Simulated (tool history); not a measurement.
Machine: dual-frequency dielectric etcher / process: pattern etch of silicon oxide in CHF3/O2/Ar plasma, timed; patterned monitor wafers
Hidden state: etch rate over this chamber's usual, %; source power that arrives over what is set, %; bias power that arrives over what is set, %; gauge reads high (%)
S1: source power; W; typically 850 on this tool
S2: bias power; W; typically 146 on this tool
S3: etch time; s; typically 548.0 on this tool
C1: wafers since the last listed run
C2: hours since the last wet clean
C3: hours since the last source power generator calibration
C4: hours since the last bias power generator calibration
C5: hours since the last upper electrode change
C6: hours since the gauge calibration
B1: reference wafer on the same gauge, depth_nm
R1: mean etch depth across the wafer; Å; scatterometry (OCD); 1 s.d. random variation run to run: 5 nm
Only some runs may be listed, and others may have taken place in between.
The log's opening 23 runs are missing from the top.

run,hour,S1,S2,S3,C1,C2,C3,C4,C5,C6,B1,R1
24,760.0,850,118,548.0,57,66.7,84.5,201.0,372.0,90.2,1090.6,9235
25,778.7,640,116,548.0,48,85.4,103.2,219.7,390.7,108.9,1091.9,8703
26,795.6,770,182,473.5,43,102.3,120.1,236.6,407.6,125.8,1091.9,9327
27,897.9,650,131,615.5,264,204.6,222.4,338.9,509.9,228.1,1089.7,10216
28,922.9,770,163,647.5,64,229.6,247.4,363.9,534.9,253.1,1090.8,12106
29,948.6,720,146,548.0,66,255.3,273.1,389.6,560.6,278.8,1090.2,9742
30,972.7,720,146,548.0,62,279.4,297.2,413.7,584.7,302.9,1090.8,9759
31,1008.1,850,132,653.0,91,314.8,332.6,449.1,620.1,338.3,1088.6,11352

3 ways to go on from here, each from the tool as it stands after run 31. What would each give?
A,1008.7,850,146,548.0,1,315.4,333.2,449.7,620.7,338.9,?,?
B,1008.7,730,156,665.5,1,315.4,333.2,449.7,620.7,338.9,?,?
C,1008.7,850,134,683.0,1,315.4,333.2,449.7,620.7,338.9,?,?

run,B1,R1
A,1088.5,9990
B,1088.5,12105
C,1088.5,12017
With the hidden condition removed and each run's random variation left untouched, the same runs would have given:
run,R1
A,10082
B,12216
C,12128
